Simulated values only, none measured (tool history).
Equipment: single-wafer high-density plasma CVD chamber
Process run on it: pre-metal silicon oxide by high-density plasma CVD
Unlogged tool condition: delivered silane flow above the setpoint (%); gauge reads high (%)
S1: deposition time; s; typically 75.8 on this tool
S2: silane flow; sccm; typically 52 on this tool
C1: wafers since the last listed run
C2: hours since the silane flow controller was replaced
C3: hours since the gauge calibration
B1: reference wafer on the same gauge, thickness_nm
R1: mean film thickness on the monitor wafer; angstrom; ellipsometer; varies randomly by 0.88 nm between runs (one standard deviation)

run     day    S1  S2    C1      C2      C3       B1       R1
  1       0  75.8  52     0    1545   598.4  490.079  3969.55
  2   1.962  75.8  52   847  1592.1   645.5  490.618  3999.86
  3   4.308  75.8  52  1012  1648.4   701.8   490.11   3972.1
  4   7.429    80  47  1347  1723.3   776.7  490.125  3794.19
  5  11.767  68.2  52  1872  1827.4   880.8  489.846  3553.18
  6  14.021  68.2  52   972  1881.5   934.9  490.022  3549.22
  7  15.525  75.8  52   649  1917.6     971  490.009  3967.81
  8  19.054  75.8  52  1523  2002.3  1055.7  489.642  3952.68
  9  20.946  75.8  52   816  2047.7  1101.1  489.263  3957.58
      22.75  -- gauge calibrated
 10  24.121  75.8  52  1370  2123.9    32.9  490.204  3947.36
 11  27.367    81  60  1400  2201.8   110.8  489.645  4839.34
     28.067  -- silane flow controller replaced
 12  29.471  75.8  52   764    33.7   161.3  490.477  4146.13
 13  32.454  60.7  47  1287   105.3   232.9  490.079  3018.21
 14  34.788  75.8  52  1007   161.3   288.9  489.742   4160.7
 15  38.721  75.8  52  1697   255.7   383.3  489.647  4140.25

What does the tool deliver on the next run?
 16  42.725  75.8  60  1728  351.8  479.4   ?   ?

B1: 490.116
R1: 4783.45 angstrom
Had the tool carried no hidden state, the very same run would have given R1 4819.17 angstrom.
